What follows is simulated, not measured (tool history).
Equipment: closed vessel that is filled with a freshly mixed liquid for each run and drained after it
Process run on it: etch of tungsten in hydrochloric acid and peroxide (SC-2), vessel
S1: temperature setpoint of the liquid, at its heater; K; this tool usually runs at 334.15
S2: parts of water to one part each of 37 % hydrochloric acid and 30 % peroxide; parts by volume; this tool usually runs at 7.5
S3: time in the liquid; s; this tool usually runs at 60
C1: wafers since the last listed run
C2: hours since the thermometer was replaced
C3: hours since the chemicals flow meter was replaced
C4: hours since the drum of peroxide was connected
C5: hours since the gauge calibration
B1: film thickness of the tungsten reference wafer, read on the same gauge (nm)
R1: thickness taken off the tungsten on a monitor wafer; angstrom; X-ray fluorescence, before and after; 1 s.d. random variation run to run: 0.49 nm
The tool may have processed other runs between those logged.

Run 1, day 0.000: usual settings but S3 70 s; C1 0; C2 498.0; C3 107.9; C4 1012.9; C5 2597.1; B1 28.00. Result: R1 627.8 angstrom.
Run 2, day 2.329: usual settings; C1 3757; C2 553.9; C3 163.8; C4 1068.8; C5 2653.0; B1 27.99. Result: R1 529.5 angstrom.
Run 3, day 5.358: usual settings; C1 4886; C2 626.6; C3 236.5; C4 1141.5; C5 2725.7; B1 28.01. Result: R1 531.6 angstrom.
Run 4, day 9.100: usual settings; C1 6036; C2 716.4; C3 326.3; C4 1231.3; C5 2815.5; B1 27.96. Result: R1 532.8 angstrom.
At day 10.117: new drum of peroxide connected.
Run 5, day 10.612: usual settings; C1 2372; C2 752.7; C3 362.6; C4 11.9; C5 2851.8; B1 27.94. Result: R1 537.3 angstrom.
Run 6, day 14.292: usual settings; C1 5935; C2 841.0; C3 450.9; C4 100.2; C5 2940.1; B1 27.92. Result: R1 538.7 angstrom.
Run 7, day 16.700: usual settings; C1 3885; C2 898.8; C3 508.7; C4 158.0; C5 2997.9; B1 27.94. Result: R1 530.0 angstrom.
Run 8, day 18.692: usual settings; C1 3213; C2 946.6; C3 556.5; C4 205.8; C5 3045.7; B1 27.92. Result: R1 532.7 angstrom.
Run 9, day 21.821: usual settings; C1 5048; C2 1021.7; C3 631.6; C4 280.9; C5 3120.8; B1 27.89. Result: R1 528.1 angstrom.
Run 10, day 25.229: usual settings; C1 5498; C2 1103.5; C3 713.4; C4 362.7; C5 3202.6; B1 27.92. Result: R1 530.9 angstrom.
Run 11, day 27.992: usual settings but S3 80 s; C1 4456; C2 1169.8; C3 779.7; C4 429.0; C5 3268.9; B1 27.86. Result: R1 720.6 angstrom.
Run 12, day 30.196: usual settings but S1 342.15 K, S2 10.5 parts by volume, S3 85 s; C1 3555; C2 1222.7; C3 832.6; C4 481.9; C5 3321.8; B1 27.85. Result: R1 946.0 angstrom.
At day 33.558: chemicals flow meter replaced.
Run 13, day 34.617: usual settings but S1 330.65 K, S2 11.0 parts by volume, S3 90 s; C1 7064; C2 1328.8; C3 25.4; C4 588.0; C5 3427.9; B1 27.83. Result: R1 460.0 angstrom.
Run 14, day 36.796: usual settings but S1 340.65 K, S2 6.0 parts by volume, S3 50 s; C1 3515; C2 1381.1; C3 77.7; C4 640.3; C5 3480.2; B1 27.88. Result: R1 780.7 angstrom.
Run 15, day 41.929: usual settings but S2 9.5 parts by volume; C1 8281; C2 1504.3; C3 200.9; C4 763.5; C5 3603.4; B1 27.81. Result: R1 433.9 angstrom.
Run 16, day 46.183: usual settings but S2 10.5 parts by volume; C1 6863; C2 1606.4; C3 303.0; C4 865.6; C5 3705.5; B1 27.85. Result: R1 409.0 angstrom.
At day 49.242: gauge calibrated.
Run 17, day 50.292: usual settings; C1 6627; C2 1705.0; C3 401.6; C4 964.2; C5 25.2; B1 30.13. Result: R1 579.8 angstrom.
Run 18, day 52.671: usual settings but S3 75 s; C1 3838; C2 1762.1; C3 458.7; C4 1021.3; C5 82.3; B1 30.06. Result: R1 709.3 angstrom.
Run 19, day 55.721: usual settings but S1 341.65 K, S2 6.0 parts by volume, S3 40 s; C1 4920; C2 1835.3; C3 531.9; C4 1094.5; C5 155.5; B1 29.95. Result: R1 720.0 angstrom.
Run 20, day 58.250: usual settings; C1 4080; C2 1896.0; C3 592.6; C4 1155.2; C5 216.2; B1 29.82. Result: R1 570.8 angstrom.
At day 59.592: new drum of peroxide connected.
At day 60.479: thermometer replaced.
Run 21, day 60.925: usual settings; C1 4181; C2 10.7; C3 656.8; C4 32.0; C5 280.4; B1 29.70. Result: R1 565.9 angstrom.
Run 22, day 62.550: usual settings but S1 344.15 K, S2 4.5 parts by volume, S3 95 s; C1 2621; C2 49.7; C3 695.8; C4 71.0; C5 319.4; B1 29.67. Result: R1 2358.8 angstrom.
Run 23, day 64.896: usual settings but S2 9.0 parts by volume, S3 90 s; C1 3784; C2 106.0; C3 752.1; C4 127.3; C5 375.7; B1 29.61. Result: R1 733.5 angstrom.
Run 24, day 66.462: usual settings but S1 329.65 K, S2 4.0 parts by volume; C1 2527; C2 143.6; C3 789.7; C4 164.9; C5 413.3; B1 29.56. Result: R1 663.3 angstrom.
At day 69.700: chemicals flow meter replaced.
Run 25, day 70.196: usual settings but S3 80 s; C1 5955; C2 233.2; C3 11.9; C4 254.5; C5 502.9; B1 29.44. Result: R1 744.7 angstrom.
Run 26, day 74.021: usual settings but S1 341.65 K, S2 6.0 parts by volume, S3 40 s; C1 6170; C2 325.0; C3 103.7; C4 346.3; C5 594.7; B1 29.31. Result: R1 697.7 angstrom.
Run 27, day 77.342: usual settings but S2 11.5 parts by volume, S3 90 s; C1 5357; C2 404.7; C3 183.4; C4 426.0; C5 674.4; B1 29.24. Result: R1 594.6 angstrom.
Run 28, day 80.242: usual settings but S2 4.5 parts by volume; C1 4678; C2 474.3; C3 253.0; C4 495.6; C5 744.0; B1 29.14. Result: R1 804.1 angstrom.
Run 29, day 84.408: usual settings but S1 342.65 K, S2 5.0 parts by volume, S3 80 s; C1 6721; C2 574.3; C3 353.0; C4 595.6; C5 844.0; B1 29.07. Result: R1 1677.7 angstrom.
Run 30, day 88.600: usual settings but S1 329.65 K; C1 6762; C2 674.9; C3 453.6; C4 696.2; C5 944.6; B1 28.98. Result: R1 416.2 angstrom.
Run 31, day 93.008: usual settings but S2 10.5 parts by volume, S3 80 s; C1 7111; C2 780.7; C3 559.4; C4 802.0; C5 1050.4; B1 28.90. Result: R1 559.3 angstrom.

Below are 3 alternative next runs, each starting from the tool's condition after run 31. Predict each:
Run A, day 93.038: usual settings but S1 330.65 K; C1 47; C2 781.4; C3 560.1; C4 802.7; C5 1051.1; B1 ?. Result: R1 ?.
Run B, day 93.038: usual settings but S1 328.65 K, S3 35 s; C1 47; C2 781.4; C3 560.1; C4 802.7; C5 1051.1; B1 ?. Result: R1 ?.
Run C, day 93.038: usual settings but S1 326.65 K, S2 4.0 parts by volume, S3 40 s; C1 47; C2 781.4; C3 560.1; C4 802.7; C5 1051.1; B1 ?. Result: R1 ?.

run     B1     R1
  A  28.85  440.3
  B  28.85  225.9
  C  28.85  359.1
Without the tool's unlogged condition, the same runs would have read:
run     R1
  A  457.4
  B  234.7
  C  373.1

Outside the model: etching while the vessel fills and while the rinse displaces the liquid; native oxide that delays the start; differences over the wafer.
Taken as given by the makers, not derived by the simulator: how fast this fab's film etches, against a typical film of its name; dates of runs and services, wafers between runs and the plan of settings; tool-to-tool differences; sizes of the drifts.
